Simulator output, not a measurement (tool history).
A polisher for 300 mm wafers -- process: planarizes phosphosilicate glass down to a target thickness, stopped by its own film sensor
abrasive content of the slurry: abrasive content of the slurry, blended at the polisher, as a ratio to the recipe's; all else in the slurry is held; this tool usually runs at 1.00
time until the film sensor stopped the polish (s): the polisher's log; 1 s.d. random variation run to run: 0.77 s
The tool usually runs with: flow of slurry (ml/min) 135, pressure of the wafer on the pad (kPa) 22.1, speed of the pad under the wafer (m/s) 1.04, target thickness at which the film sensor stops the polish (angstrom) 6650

| run | day | flow of slurry (ml/min) | pressure of the wafer on the pad (kPa) | speed of the pad under the wafer (m/s) | abrasive content of the slurry | target thickness at which the film sensor stops the polish (angstrom) | wafers since the last listed run | wafers polished on this pad | hours since the slurry nozzle was cleaned | hours since the head pressure was calibrated | hours since the slurry blender was calibrated | hours since the conditioning disc was replaced | incoming thickness of the incoming film, nm | time until the film sensor stopped the polish (s) |
|---|---|---|---|---|---|---|---|---|---|---|---|---|---|---|
| 1 | 0.000 | 135 | 22.1 | 1.04 | 1.00 | 6650 | 0 | 60 | 490.0 | 321.8 | 275.7 | 398.8 | 1441.2 | 76.5 |
| 2 | 2.538 | 135 | 22.1 | 1.04 | 1.00 | 6650 | 334 | 395 | 550.9 | 382.7 | 336.6 | 459.7 | 1404.6 | 74.5 |
| 3 | 3.700 | 135 | 22.1 | 1.04 | 1.00 | 6650 | 153 | 548 | 578.8 | 410.6 | 364.5 | 487.6 | 1426.5 | 77.2 |
| 4 | 6.004 | 135 | 22.1 | 0.78 | 0.80 | 7750 | 304 | 853 | 634.1 | 465.9 | 419.8 | 542.9 | 1437.8 | 90.8 |
|  | 6.358 | conditioning disc replaced and pad reconditioned |
|  | 6.600 | slurry blender recalibrated |
| 5 | 8.112 | 100 | 24.8 | 1.18 | 0.80 | 6650 | 256 | 1109 | 684.7 | 516.5 | 36.3 | 42.1 | 1415.8 | 76.1 |
| 6 | 11.004 | 135 | 22.1 | 1.04 | 1.00 | 6650 | 381 | 1491 | 754.1 | 585.9 | 105.7 | 111.5 | 1434.0 | 83.1 |
|  | 11.800 | slurry nozzle cleaned |
| 7 | 13.521 | 100 | 22.1 | 1.04 | 1.20 | 6650 | 326 | 1817 | 41.3 | 646.3 | 166.1 | 171.9 | 1427.7 | 75.5 |
| 8 | 14.700 | 135 | 22.1 | 1.04 | 1.00 | 6650 | 155 | 1973 | 69.6 | 674.6 | 194.4 | 200.2 | 1419.8 | 72.2 |
| 9 | 15.925 | 135 | 22.1 | 1.04 | 1.00 | 6650 | 161 | 2135 | 99.0 | 704.0 | 223.8 | 229.6 | 1413.3 | 72.2 |
| 10 | 17.808 | 135 | 22.1 | 1.04 | 1.00 | 5300 | 248 | 2383 | 144.2 | 749.2 | 269.0 | 274.8 | 1414.6 | 86.6 |
|  | 21.662 | worn pad replaced by a new one |
| 11 | 23.150 | 135 | 22.1 | 1.04 | 1.00 | 6650 | 683 | 196 | 272.4 | 877.4 | 397.2 | 403.0 | 1453.5 | 77.4 |
| 12 | 25.042 | 135 | 20.0 | 1.32 | 1.00 | 6650 | 249 | 446 | 317.8 | 922.8 | 442.6 | 448.4 | 1413.8 | 64.3 |
| 13 | 26.812 | 135 | 22.1 | 1.04 | 1.00 | 6650 | 233 | 679 | 360.3 | 965.3 | 485.1 | 490.9 | 1432.3 | 75.5 |
|  | 27.933 | slurry blender recalibrated |
|  | 28.629 | conditioning disc replaced and pad reconditioned |
| 14 | 29.692 | 135 | 24.8 | 1.04 | 1.00 | 6650 | 358 | 1037 | 429.4 | 1034.4 | 42.2 | 25.5 | 1433.9 | 69.3 |
|  | 30.058 | head pressure recalibrated |
| 15 | 31.112 | 100 | 25.5 | 1.28 | 1.10 | 6650 | 176 | 1214 | 463.5 | 25.3 | 76.3 | 59.6 | 1426.7 | 60.1 |
| 16 | 32.550 | 135 | 22.1 | 1.24 | 1.10 | 6650 | 189 | 1404 | 498.0 | 59.8 | 110.8 | 94.1 | 1440.5 | 67.2 |
| 17 | 35.429 | 135 | 26.9 | 0.84 | 1.30 | 6650 | 380 | 1784 | 567.1 | 128.9 | 179.9 | 163.2 | 1437.4 | 74.7 |
| 18 | 37.329 | 135 | 20.0 | 1.32 | 1.00 | 6650 | 250 | 2034 | 612.7 | 174.5 | 225.5 | 208.8 | 1419.5 | 68.6 |
| 19 | 40.125 | 150 | 22.1 | 1.04 | 1.30 | 4610 | 369 | 2403 | 679.8 | 241.6 | 292.6 | 275.9 | 1429.7 | 94.1 |
|  | 40.758 | slurry nozzle cleaned |
| 20 | 41.433 | 135 | 22.1 | 1.04 | 0.75 | 6650 | 167 | 2571 | 16.2 | 273.0 | 324.0 | 307.3 | 1427.9 | 79.3 |
|  | 42.071 | worn pad replaced by a new one |
| 21 | 43.446 | 135 | 17.2 | 0.74 | 1.00 | 6650 | 243 | 181 | 64.5 | 321.3 | 372.3 | 355.6 | 1442.8 | 118.4 |
| 22 | 44.821 | 135 | 22.1 | 0.92 | 1.10 | 6650 | 181 | 362 | 97.5 | 354.3 | 405.3 | 388.6 | 1428.1 | 80.2 |
|  | 47.596 | conditioning disc replaced and pad reconditioned |
|  | 51.012 | slurry blender recalibrated |
| 23 | 52.083 | 135 | 22.1 | 1.04 | 1.00 | 6650 | 936 | 1299 | 271.8 | 528.6 | 25.7 | 107.7 | 1403.8 | 71.8 |
| 24 | 54.571 | 160 | 19.3 | 1.16 | 1.00 | 8790 | 328 | 1627 | 331.5 | 588.3 | 85.4 | 167.4 | 1423.3 | 52.2 |
| 25 | 57.004 | 135 | 24.1 | 0.88 | 1.00 | 6650 | 321 | 1948 | 389.9 | 646.7 | 143.8 | 225.8 | 1419.7 | 80.9 |

Predict each of these 4 candidate next runs independently; none follows another, all start after run 25:
| A | 57.021 | 135 | 22.1 | 1.04 | 1.25 | 6650 | 2 | 1951 | 390.3 | 647.1 | 144.2 | 226.2 | 1434.1 | ? |
| B | 57.021 | 100 | 19.3 | 0.78 | 0.85 | 6650 | 2 | 1951 | 390.3 | 647.1 | 144.2 | 226.2 | 1434.1 | ? |
| C | 57.021 | 115 | 24.1 | 1.04 | 0.75 | 8590 | 2 | 1951 | 390.3 | 647.1 | 144.2 | 226.2 | 1434.1 | ? |
| D | 57.021 | 180 | 29.6 | 1.04 | 1.20 | 8220 | 2 | 1951 | 390.3 | 647.1 | 144.2 | 226.2 | 1434.1 | ? |

| run | time until the film sensor stopped the polish (s) |
|---|---|
| A | 73.1 |
| B | 121.2 |
| C | 60.2 |
| D | 44.0 |
The same runs, with their run-to-run variation unchanged, on a tool lacking any hidden condition would have given:
| run | time until the film sensor stopped the polish (s) |
|---|---|
| A | 70.9 |
| B | 116.4 |
| C | 58.1 |
| D | 43.0 |
